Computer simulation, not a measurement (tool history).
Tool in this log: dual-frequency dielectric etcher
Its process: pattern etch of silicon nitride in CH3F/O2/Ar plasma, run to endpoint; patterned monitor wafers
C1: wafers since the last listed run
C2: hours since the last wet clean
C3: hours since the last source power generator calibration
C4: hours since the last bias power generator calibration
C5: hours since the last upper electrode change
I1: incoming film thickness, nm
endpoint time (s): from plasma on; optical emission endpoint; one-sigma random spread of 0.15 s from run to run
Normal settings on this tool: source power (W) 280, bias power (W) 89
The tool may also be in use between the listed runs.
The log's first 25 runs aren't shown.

{"run": 26, "hour": 1208.5, "source power (W)": 280, "bias power (W)": 89, "C1": 577, "C2": 195.2, "C3": 346.6, "C4": 102.3, "C5": 57.5, "I1": 32.62, "endpoint time (s)": 48}
{"run": 27, "hour": 1242.4, "source power (W)": 230, "bias power (W)": 89, "C1": 696, "C2": 229.1, "C3": 380.5, "C4": 136.2, "C5": 91.4, "I1": 32.39, "endpoint time (s)": 52.6}
{"run": 28, "hour": 1297.5, "source power (W)": 280, "bias power (W)": 101, "C1": 1132, "C2": 284.2, "C3": 435.6, "C4": 191.3, "C5": 146.5, "I1": 32.4, "endpoint time (s)": 45}
{"hour": 1357.6, "done": "wet clean of the chamber"}
{"run": 29, "hour": 1358.1, "source power (W)": 280, "bias power (W)": 89, "C1": 752, "C2": 0.5, "C3": 496.2, "C4": 251.9, "C5": 207.1, "I1": 32.49, "endpoint time (s)": 49.2}
{"run": 30, "hour": 1401.2, "source power (W)": 230, "bias power (W)": 75, "C1": 885, "C2": 43.6, "C3": 539.3, "C4": 295, "C5": 250.2, "I1": 32.82, "endpoint time (s)": 58.7}
{"run": 31, "hour": 1446.6, "source power (W)": 330, "bias power (W)": 89, "C1": 933, "C2": 89, "C3": 584.7, "C4": 340.4, "C5": 295.6, "I1": 32.87, "endpoint time (s)": 45.9}
{"run": 32, "hour": 1478.1, "source power (W)": 280, "bias power (W)": 89, "C1": 647, "C2": 120.5, "C3": 616.2, "C4": 371.9, "C5": 327.1, "I1": 32.56, "endpoint time (s)": 48.8}
{"run": 33, "hour": 1503.9, "source power (W)": 280, "bias power (W)": 74, "C1": 530, "C2": 146.3, "C3": 642, "C4": 397.7, "C5": 352.9, "I1": 32.6, "endpoint time (s)": 52.9}

Each row is a separate what-if for the run after 33, all from the same tool condition, not one after another. Results?
{"run": "A", "hour": 1504.3, "source power (W)": 280, "bias power (W)": 89, "C1": 8, "C2": 146.7, "C3": 642.4, "C4": 398.1, "C5": 353.3, "I1": 32.19, "endpoint time (s)": "?"}
{"run": "B", "hour": 1504.3, "source power (W)": 330, "bias power (W)": 101, "C1": 8, "C2": 146.7, "C3": 642.4, "C4": 398.1, "C5": 353.3, "I1": 32.19, "endpoint time (s)": "?"}
{"run": "C", "hour": 1504.3, "source power (W)": 220, "bias power (W)": 95, "C1": 8, "C2": 146.7, "C3": 642.4, "C4": 398.1, "C5": 353.3, "I1": 32.19, "endpoint time (s)": "?"}
{"run": "D", "hour": 1504.3, "source power (W)": 300, "bias power (W)": 75, "C1": 8, "C2": 146.7, "C3": 642.4, "C4": 398.1, "C5": 353.3, "I1": 32.19, "endpoint time (s)": "?"}
{"run": "E", "hour": 1504.3, "source power (W)": 350, "bias power (W)": 98, "C1": 8, "C2": 146.7, "C3": 642.4, "C4": 398.1, "C5": 353.3, "I1": 32.19, "endpoint time (s)": "?"}

run=A endpoint_time_(s)=48
run=B endpoint_time_(s)=42.2
run=C endpoint_time_(s)=52.4
run=D endpoint_time_(s)=50.2
run=E endpoint_time_(s)=41.6
Stripped of hidden state, with their random variation kept, the same runs would have yielded:
run=A endpoint_time_(s)=48.7
run=B endpoint_time_(s)=42.7
run=C endpoint_time_(s)=53.1
run=D endpoint_time_(s)=50.9
run=E endpoint_time_(s)=42.2
